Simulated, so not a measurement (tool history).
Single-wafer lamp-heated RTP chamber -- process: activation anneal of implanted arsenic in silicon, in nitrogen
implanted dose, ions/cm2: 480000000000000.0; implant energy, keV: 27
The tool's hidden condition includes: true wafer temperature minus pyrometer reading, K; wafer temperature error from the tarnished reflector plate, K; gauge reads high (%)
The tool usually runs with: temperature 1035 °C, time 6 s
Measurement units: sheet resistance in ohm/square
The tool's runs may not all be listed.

| run | hour | temperature | time | wafers since the last listed run | wafers since the last pyrometer calibration | wafers since the reflector plate was cleaned | hours since the gauge calibration | read-back reference wafer on the same gauge, sheet resistance | sheet resistance |
|---|---|---|---|---|---|---|---|---|---|
| 1 | 0 | 1035 | 6 | 0 | 1602 | 1602 | 684.2 | 197.98 | 209.69 |
| 2 | 112.9 | 1035 | 6 | 3233 | 4835 | 4835 | 797.1 | 198 | 210.4 |
| 3 | 144.8 | 1035 | 6 | 913 | 5749 | 5749 | 829 | 198.1 | 209.76 |
| 4 | 191.9 | 1035 | 6 | 1348 | 7098 | 7098 | 876.1 | 197.99 | 209.91 |
| 5 | 240.6 | 1035 | 6 | 1394 | 8492 | 8492 | 924.8 | 197.95 | 209.57 |
|  | 269.2 | pyrometer window cleaned and pyrometer calibrated |
| 6 | 309.3 | 1035 | 6 | 1738 | 1146 | 10231 | 993.5 | 197.94 | 210.65 |
| 7 | 362.9 | 1035 | 6 | 1534 | 2681 | 11766 | 1047.1 | 197.96 | 210.24 |
| 8 | 399.5 | 1035 | 6 | 1048 | 3730 | 12814 | 1083.7 | 197.94 | 209.84 |
|  | 443.8 | reflector plate cleaned |
| 9 | 453 | 1035 | 6 | 1302 | 5033 | 263 | 1137.2 | 197.84 | 209.74 |
| 10 | 523.5 | 1035 | 6 | 2018 | 7052 | 2281 | 1207.7 | 198.11 | 209.73 |
| 11 | 555.2 | 1035 | 6 | 907 | 7959 | 3189 | 1239.4 | 197.94 | 209.23 |
|  | 582.7 | pyrometer window cleaned and pyrometer calibrated |
| 12 | 602.6 | 1051 | 6 | 1128 | 568 | 4318 | 1286.8 | 197.94 | 209.61 |
| 13 | 633.7 | 1051 | 6 | 890 | 1459 | 5208 | 1317.9 | 198 | 208.53 |
| 14 | 661.7 | 1051 | 6 | 801 | 2261 | 6010 | 1345.9 | 198.02 | 209.2 |
|  | 688.2 | gauge calibrated |
| 15 | 704.9 | 1056 | 3 | 1237 | 3498 | 7247 | 16.7 | 197.98 | 211.27 |
| 16 | 744.9 | 1035 | 7 | 1145 | 4643 | 8393 | 56.7 | 198.13 | 209.03 |
| 17 | 778.4 | 1035 | 7 | 959 | 5603 | 9352 | 90.2 | 198.05 | 209.64 |
| 18 | 841.9 | 1035 | 6 | 1818 | 7421 | 11170 | 153.7 | 197.97 | 209.39 |
|  | 870.4 | pyrometer window cleaned and pyrometer calibrated |
|  | 942.1 | reflector plate cleaned |
| 19 | 1056.5 | 1013 | 5 | 5687 | 5100 | 3277 | 368.3 | 198.04 | 212.82 |

What does the tool deliver on the next run?
| 20 | 1099.7 | 1043 | 4 | 1237 | 6337 | 4514 | 411.5 | ? | ? |

Logged for run 20: read-back reference wafer on the same gauge, sheet resistance 198.18, sheet resistance 210.83 ohm/square.
Minus the tool's unlogged condition, the same run would have read sheet resistance 211.8 ohm/square.
